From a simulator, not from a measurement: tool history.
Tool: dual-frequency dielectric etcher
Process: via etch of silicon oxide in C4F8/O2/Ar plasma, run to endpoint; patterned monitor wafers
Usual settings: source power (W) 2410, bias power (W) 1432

run   hour  source power (W)  bias power (W)  incoming incoming film thickness, nm  endpoint time (s)
  1    0.0              2410            1432                                1672.2              365.8
  2   28.2              2410            1432                                1668.5              366.3
  3   66.2              2410            1347                                1662.0              375.5
  4   97.5              2410            1347                                1669.5              374.9
  5  139.5              2410            1432                                1678.9              374.2
     178.5  -- wet clean of the chamber
  6  179.0              2410            1432                                1670.5              362.2
  7  206.0              2410            1692                                1662.3              342.3
  8  254.1              2720            1722                                1672.4              337.2
     265.6  -- bias power generator calibrated
     294.1  -- source power generator calibrated
  9  306.3              2410            1709                                1642.4              336.3
 10  360.9              2830            1723                                1658.6              327.6
     421.9  -- upper electrode replaced
 11  422.4              2570            1632                                1665.9              346.7
 12  469.9              1940            1673                                1675.3              375.4
 13  505.7              2410            1432                                1690.5              378.0
     546.6  -- wet clean of the chamber
 14  547.1              2250            1104                                1670.5              397.6

Forecast each of these 3 alternatives for the next run:
  A  547.6              2410            1641                                1681.6                  ?
  B  547.6              2130            1569                                1681.6                  ?
  C  547.6              1830            1432                                1681.6                  ?

run  endpoint time (s)
  A              346.8
  B              363.0
  C              387.4
Without the tool's hidden state the same runs would have given:
run  endpoint time (s)
  A              346.0
  B              362.2
  C              386.5
